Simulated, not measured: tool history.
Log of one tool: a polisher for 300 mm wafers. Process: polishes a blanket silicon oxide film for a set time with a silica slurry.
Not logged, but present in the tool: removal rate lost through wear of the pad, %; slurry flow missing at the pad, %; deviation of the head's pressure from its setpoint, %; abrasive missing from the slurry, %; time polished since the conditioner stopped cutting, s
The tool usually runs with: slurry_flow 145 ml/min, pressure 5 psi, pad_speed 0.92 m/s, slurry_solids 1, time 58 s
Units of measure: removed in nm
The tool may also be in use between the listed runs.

run,hour,slurry_flow,pressure,pad_speed,slurry_solids,time,wafers since the last listed run,wafers polished on this pad,hours since the slurry nozzle was cleaned,hours since the head pressure was calibrated,hours since the slurry blender was calibrated,hours since the conditioning disc was replaced,"incoming thickness of the incoming film, nm",removed
1,0,145,5,0.92,1,58,0,5424,42,155.8,288.6,150.7,1753.7,161.9
# hour 15.2: worn pad replaced by a new one
2,44.4,145,5,0.92,1,58,582,421,86.4,200.2,333,195.1,1718.7,174.5
# hour 60.4: slurry blender recalibrated
3,127.6,145,5,0.92,1,58,1171,1592,169.6,283.4,67.2,278.3,1736.9,164.9
# hour 174.2: conditioning disc replaced and pad reconditioned
4,199.4,145,5,0.92,1,58,1006,2599,241.4,355.2,139,25.2,1750.8,164.8
# hour 229.9: head pressure recalibrated
5,239.3,145,5,0.92,1,58,546,3146,281.3,9.4,178.9,65.1,1769.8,160.3
6,313.9,115,5,0.92,1,58,1076,4222,355.9,84,253.5,139.7,1760.8,153.9
# hour 315.1: slurry nozzle cleaned
# hour 369.8: slurry blender recalibrated
# hour 399: worn pad replaced by a new one
7,413.9,115,5,0.92,1,58,1341,215,98.8,184,44.1,239.7,1773.5,140.3
8,473.4,145,5.8,0.92,1,58,858,1073,158.3,243.5,103.6,299.2,1745.9,170
# hour 528: conditioning disc replaced and pad reconditioned
9,577.2,145,5.8,0.92,1,58,1468,2541,262.1,347.3,207.4,49.2,1773.4,164.3
# hour 599.8: head pressure recalibrated
10,630.2,145,5.8,0.92,1,58,735,3277,315.1,30.4,260.4,102.2,1735.4,167.3
11,681.6,145,6.2,1.16,1,58,741,4018,366.5,81.8,311.8,153.6,1747.3,208.9
# hour 686.6: slurry nozzle cleaned
# hour 699.1: worn pad replaced by a new one, repeated, since the last time left the tool worse
# hour 702.3: slurry blender recalibrated
12,752.5,145,5,0.84,1,58,921,740,65.9,152.7,50.2,224.5,1781.3,154.8
13,824.7,145,4.1,1.14,0.9,71,1041,1782,138.1,224.9,122.4,296.7,1760.9,190.3
# hour 884.9: conditioning disc replaced and pad reconditioned
14,922.4,145,5,0.92,1,58,1380,3162,235.8,322.6,220.1,37.5,1724.3,164.2
15,962.5,145,4,0.66,1,58,578,3741,275.9,362.7,260.2,77.6,1764.8,99.9
# hour 1009.5: head pressure recalibrated
16,1010,145,5.8,0.92,1,58,656,4397,323.4,0.5,307.7,125.1,1753.1,190.9
# hour 1015.2: worn pad replaced by a new one
# hour 1067.7: slurry nozzle cleaned
# hour 1086.7: slurry blender recalibrated
17,1091,145,5,0.92,1,75,1067,1049,23.3,81.5,4.3,206.1,1744,209
18,1162.2,145,5,0.92,1,58,1027,2076,94.5,152.7,75.5,277.3,1738.3,164.7
# hour 1200.1: conditioning disc replaced and pad reconditioned
19,1242.9,145,5,0.92,1,58,1135,3212,175.2,233.4,156.2,42.8,1755.1,158.9
20,1304.1,165,5,1.18,0.7,40,882,4094,236.4,294.6,217.4,104,1753.5,126.9
# hour 1378.3: worn pad replaced by a new one
21,1387.5,145,5,0.92,1.2,58,1145,133,319.8,378,300.8,187.4,1781,178
# hour 1393.8: head pressure recalibrated
# hour 1430.8: slurry blender recalibrated
# hour 1458.2: slurry nozzle cleaned
22,1486.9,145,4.1,0.84,1,58,1361,1494,28.7,93.1,56.1,286.8,1760.5,124.6
# hour 1526.3: conditioning disc replaced and pad reconditioned
23,1573.1,145,5,0.92,1,58,1214,2709,114.9,179.3,142.3,46.8,1723.6,162.6

Describe how what the log doesn't record of the tool's condition differs between the last listed run preceding each entry between runs and the first listed run following it.
Logged between run 1 and run 2: worn pad replaced by a new one (hour 15.2)
  removal rate lost through wear of the pad, %: 7.2 -> 1.68
  the result without the hidden state subtracted from the measured one, removed: -12.6 -> -3 nm
Logged between run 2 and run 3: slurry blender recalibrated (hour 60.4)
  removal rate lost through wear of the pad, %: 1.68 -> 4.27
  the result without the hidden state subtracted from the measured one, removed: -3 -> -7.3 nm
Logged between run 3 and run 4: conditioning disc replaced and pad reconditioned (hour 174.2)
  removal rate lost through wear of the pad, %: 4.27 -> 5.44
  the result without the hidden state subtracted from the measured one, removed: -7.3 -> -9.4 nm
Logged between run 4 and run 5: head pressure recalibrated (hour 229.9)
  removal rate lost through wear of the pad, %: 5.44 -> 5.84
  the result without the hidden state subtracted from the measured one, removed: -9.4 -> -9.9 nm
Logged between run 6 and run 7: slurry nozzle cleaned (hour 315.1); slurry blender recalibrated (hour 369.8); worn pad replaced by a new one (hour 399)
  removal rate lost through wear of the pad, %: 6.31 -> 12.9
  the result without the hidden state subtracted from the measured one, removed: -10.4 -> -20.9 nm
Logged between run 8 and run 9: conditioning disc replaced and pad reconditioned (hour 528)
  removal rate lost through wear of the pad, %: 15.2 -> 17.3
  the result without the hidden state subtracted from the measured one, removed: -30.5 -> -34.3 nm
Logged between run 9 and run 10: head pressure recalibrated (hour 599.8)
  removal rate lost through wear of the pad, %: 17.3 -> 17.8
  the result without the hidden state subtracted from the measured one, removed: -34.3 -> -36.3 nm
Logged between run 11 and run 12: slurry nozzle cleaned (hour 686.6); worn pad replaced by a new one, repeated, since the last time left the tool worse (hour 699.1); slurry blender recalibrated (hour 702.3)
  removal rate lost through wear of the pad, %: 18.2 -> 2.79
  the result without the hidden state subtracted from the measured one, removed: -46.3 -> -4.4 nm
Logged between run 13 and run 14: conditioning disc replaced and pad reconditioned (hour 884.9)
  removal rate lost through wear of the pad, %: 4.71 -> 6
  the result without the hidden state subtracted from the measured one, removed: -9.4 -> -10.5 nm
Logged between run 15 and run 16: head pressure recalibrated (hour 1009.5)
  removal rate lost through wear of the pad, %: 6.29 -> 6.53
  the result without the hidden state subtracted from the measured one, removed: -6.7 -> -13.3 nm
Logged between run 16 and run 17: worn pad replaced by a new one (hour 1015.2); slurry nozzle cleaned (hour 1067.7); slurry blender recalibrated (hour 1086.7)
  removal rate lost through wear of the pad, %: 6.53 -> 4.11
  the result without the hidden state subtracted from the measured one, removed: -13.3 -> -9 nm
Logged between run 18 and run 19: conditioning disc replaced and pad reconditioned (hour 1200.1)
  removal rate lost through wear of the pad, %: 5.68 -> 6.63
  the result without the hidden state subtracted from the measured one, removed: -9.9 -> -11.3 nm
Logged between run 20 and run 21: worn pad replaced by a new one (hour 1378.3)
  removal rate lost through wear of the pad, %: 7.03 -> 0.632
  the result without the hidden state subtracted from the measured one, removed: -9.6 -> -1.2 nm
Logged between run 21 and run 22: head pressure recalibrated (hour 1393.8); slurry blender recalibrated (hour 1430.8); slurry nozzle cleaned (hour 1458.2)
  removal rate lost through wear of the pad, %: 0.632 -> 4.09
  the result without the hidden state subtracted from the measured one, removed: -1.2 -> -5.3 nm
Logged between run 22 and run 23: conditioning disc replaced and pad reconditioned (hour 1526.3)
  removal rate lost through wear of the pad, %: 4.09 -> 5.46
  the result without the hidden state subtracted from the measured one, removed: -5.3 -> -9.4 nm
